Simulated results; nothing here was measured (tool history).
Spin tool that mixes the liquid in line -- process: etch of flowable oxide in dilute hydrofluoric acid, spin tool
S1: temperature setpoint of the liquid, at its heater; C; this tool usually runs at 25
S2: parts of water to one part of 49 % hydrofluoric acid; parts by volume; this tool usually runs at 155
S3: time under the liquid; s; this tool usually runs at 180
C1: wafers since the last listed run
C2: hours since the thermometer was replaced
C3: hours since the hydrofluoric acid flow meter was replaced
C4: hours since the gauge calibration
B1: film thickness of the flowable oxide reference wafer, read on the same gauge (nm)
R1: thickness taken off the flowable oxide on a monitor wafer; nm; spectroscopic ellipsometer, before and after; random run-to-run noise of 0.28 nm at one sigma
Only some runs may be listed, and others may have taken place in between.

run 1 hour=0 | S1=25 S2=155 S3=180 | C1=0 C2=1809.7 C3=2102.6 C4=554.6 | B1=30.04 | R1=28.93
run 2 hour=15.9 | S1=25 S2=155 S3=180 | C1=137 C2=1825.6 C3=2118.5 C4=570.5 | B1=29.98 | R1=29.19
run 3 hour=24.7 | S1=25 S2=155 S3=180 | C1=76 C2=1834.4 C3=2127.3 C4=579.3 | B1=29.99 | R1=29.23
run 4 hour=35.3 | S1=25 S2=155 S3=180 | C1=91 C2=1845 C3=2137.9 C4=589.9 | B1=30.01 | R1=29.06
run 5 hour=45.7 | S1=25 S2=155 S3=180 | C1=90 C2=1855.4 C3=2148.3 C4=600.3 | B1=30.01 | R1=28.68
run 6 hour=54.2 | S1=25 S2=155 S3=180 | C1=73 C2=1863.9 C3=2156.8 C4=608.8 | B1=29.97 | R1=29.14
run 7 hour=65.6 | S1=21.5 S2=155 S3=180 | C1=98 C2=1875.3 C3=2168.2 C4=620.2 | B1=29.97 | R1=25.51
run 8 hour=71.9 | S1=21.5 S2=155 S3=180 | C1=54 C2=1881.6 C3=2174.5 C4=626.5 | B1=29.98 | R1=25.85
-- hour=80.8 gauge calibrated
run 9 hour=89.5 | S1=29 S2=155 S3=180 | C1=152 C2=1899.2 C3=2192.1 C4=8.7 | B1=30.01 | R1=33.75
run 10 hour=98.4 | S1=29 S2=155 S3=180 | C1=77 C2=1908.1 C3=2201 C4=17.6 | B1=29.99 | R1=33.92
run 11 hour=110.2 | S1=25 S2=85 S3=180 | C1=102 C2=1919.9 C3=2212.8 C4=29.4 | B1=30.01 | R1=56.65
run 12 hour=124.7 | S1=25 S2=155 S3=130 | C1=125 C2=1934.4 C3=2227.3 C4=43.9 | B1=30 | R1=21.41
-- hour=137.8 thermometer replaced
run 13 hour=151.7 | S1=27.5 S2=120 S3=85 | C1=225 C2=13.9 C3=2254.3 C4=70.9 | B1=30 | R1=20.22
run 14 hour=168 | S1=26.5 S2=155 S3=285 | C1=141 C2=30.2 C3=2270.6 C4=87.2 | B1=29.98 | R1=49.08
run 15 hour=184.5 | S1=20.5 S2=205 S3=95 | C1=143 C2=46.7 C3=2287.1 C4=103.7 | B1=29.98 | R1=9.38
-- hour=189.8 hydrofluoric acid flow meter replaced
run 16 hour=195 | S1=25 S2=90 S3=275 | C1=82 C2=57.2 C3=5.2 C4=114.2 | B1=29.96 | R1=83.68
run 17 hour=212.2 | S1=29.5 S2=210 S3=230 | C1=149 C2=74.4 C3=22.4 C4=131.4 | B1=30 | R1=30.18
run 18 hour=224.1 | S1=25 S2=185 S3=180 | C1=103 C2=86.3 C3=34.3 C4=143.3 | B1=30.04 | R1=23.46
run 19 hour=230.3 | S1=25 S2=155 S3=180 | C1=53 C2=92.5 C3=40.5 C4=149.5 | B1=30.01 | R1=29.87
run 20 hour=243.9 | S1=25 S2=155 S3=180 | C1=117 C2=106.1 C3=54.1 C4=163.1 | B1=30.01 | R1=29.29
run 21 hour=258.6 | S1=25 S2=155 S3=180 | C1=127 C2=120.8 C3=68.8 C4=177.8 | B1=30.02 | R1=29
run 22 hour=265.3 | S1=25 S2=230 S3=145 | C1=58 C2=127.5 C3=75.5 C4=184.5 | B1=29.99 | R1=14.78
run 23 hour=282.2 | S1=25 S2=205 S3=180 | C1=146 C2=144.4 C3=92.4 C4=201.4 | B1=30 | R1=21.05
run 24 hour=292.4 | S1=25 S2=155 S3=180 | C1=88 C2=154.6 C3=102.6 C4=211.6 | B1=30 | R1=28.84
run 25 hour=306.5 | S1=25 S2=110 S3=85 | C1=122 C2=168.7 C3=116.7 C4=225.7 | B1=30 | R1=20.27
run 26 hour=320.1 | S1=20.5 S2=220 S3=250 | C1=117 C2=182.3 C3=130.3 C4=239.3 | B1=29.97 | R1=22.21
run 27 hour=335.8 | S1=20.5 S2=155 S3=180 | C1=136 C2=198 C3=146 C4=255 | B1=29.99 | R1=24.48
run 28 hour=369.2 | S1=22 S2=175 S3=110 | C1=289 C2=231.4 C3=179.4 C4=288.4 | B1=30.01 | R1=13.63
run 29 hour=376.9 | S1=25 S2=155 S3=180 | C1=66 C2=239.1 C3=187.1 C4=296.1 | B1=30 | R1=29.12
run 30 hour=389.8 | S1=25 S2=195 S3=180 | C1=111 C2=252 C3=200 C4=309 | B1=30.01 | R1=21.61
run 31 hour=396.4 | S1=21.5 S2=230 S3=100 | C1=57 C2=258.6 C3=206.6 C4=315.6 | B1=30.01 | R1=8.9
run 32 hour=410.2 | S1=20.5 S2=185 S3=80 | C1=119 C2=272.4 C3=220.4 C4=329.4 | B1=29.95 | R1=8.7
run 33 hour=416.6 | S1=26.5 S2=190 S3=115 | C1=55 C2=278.8 C3=226.8 C4=335.8 | B1=30.01 | R1=15.5
run 34 hour=428 | S1=29 S2=85 S3=180 | C1=98 C2=290.2 C3=238.2 C4=347.2 | B1=30.01 | R1=67.23

Below are 4 alternative next runs, each starting from the tool's condition after run 34. Predict each:
run A hour=428.5 | S1=26.5 S2=155 S3=180 | C1=4 C2=290.7 C3=238.7 C4=347.7 | B1=? | R1=?
run B hour=428.5 | S1=25 S2=225 S3=245 | C1=4 C2=290.7 C3=238.7 C4=347.7 | B1=? | R1=?
run C hour=428.5 | S1=23.5 S2=185 S3=245 | C1=4 C2=290.7 C3=238.7 C4=347.7 | B1=? | R1=?
run D hour=428.5 | S1=21.5 S2=135 S3=85 | C1=4 C2=290.7 C3=238.7 C4=347.7 | B1=? | R1=?

run=A B1=30.04 R1=30.91
run=B B1=30.04 R1=25.35
run=C B1=30.04 R1=30.46
run=D B1=30.04 R1=14.16
Without the tool's unlogged condition, the same runs would have read:
run=A R1=30.91
run=B R1=25.35
run=C R1=30.46
run=D R1=14.16
